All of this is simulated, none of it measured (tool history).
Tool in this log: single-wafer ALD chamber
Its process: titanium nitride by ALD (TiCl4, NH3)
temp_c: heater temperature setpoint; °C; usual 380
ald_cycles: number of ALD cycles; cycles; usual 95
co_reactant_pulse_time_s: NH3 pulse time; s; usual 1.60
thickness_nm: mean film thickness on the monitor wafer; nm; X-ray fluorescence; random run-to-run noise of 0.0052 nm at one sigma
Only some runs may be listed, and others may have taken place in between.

run,hour,temp_c,ald_cycles,co_reactant_pulse_time_s,wafers since the last listed run,hours since the last thermocouple change,hours since the showerhead was replaced,hours since the gauge calibration,"read-back reference wafer on the same gauge, thickness_nm",thickness_nm
1,0.0,373,95,1.60,0,539.1,4441.7,54.0,1.829,2.054
2,107.4,373,95,1.60,311,646.5,4549.1,161.4,1.832,2.056
3,180.9,373,95,1.60,213,720.0,4622.6,234.9,1.830,2.057
4,267.8,380,80,1.60,252,806.9,4709.5,321.8,1.831,1.759
5,308.7,380,107,1.60,118,847.8,4750.4,362.7,1.830,2.345
6,361.5,380,107,1.60,153,900.6,4803.2,415.5,1.830,2.349
7,449.5,380,107,1.60,255,988.6,4891.2,503.5,1.830,2.350
# hour 553.9: showerhead replaced
8,613.7,380,95,1.60,453,1152.8,59.8,667.7,1.830,2.079
# hour 689.8: thermocouple changed; heater temperature recalibrated
9,708.7,380,95,1.60,252,18.9,154.8,762.7,1.829,2.093
10,746.3,380,95,1.20,109,56.5,192.4,800.3,1.830,2.064
11,834.3,384,81,2.22,255,144.5,280.4,888.3,1.829,1.830

The next listed run, before its measurement:
12,888.4,373,85,2.20,157,198.6,334.5,942.4,?,?

Logged for run 12: read-back reference wafer on the same gauge, thickness_nm 1.828, thickness_nm 1.888 nm.
On a tool with no hidden condition, and with the same random variation, this run would have come out at thickness_nm 1.895 nm.
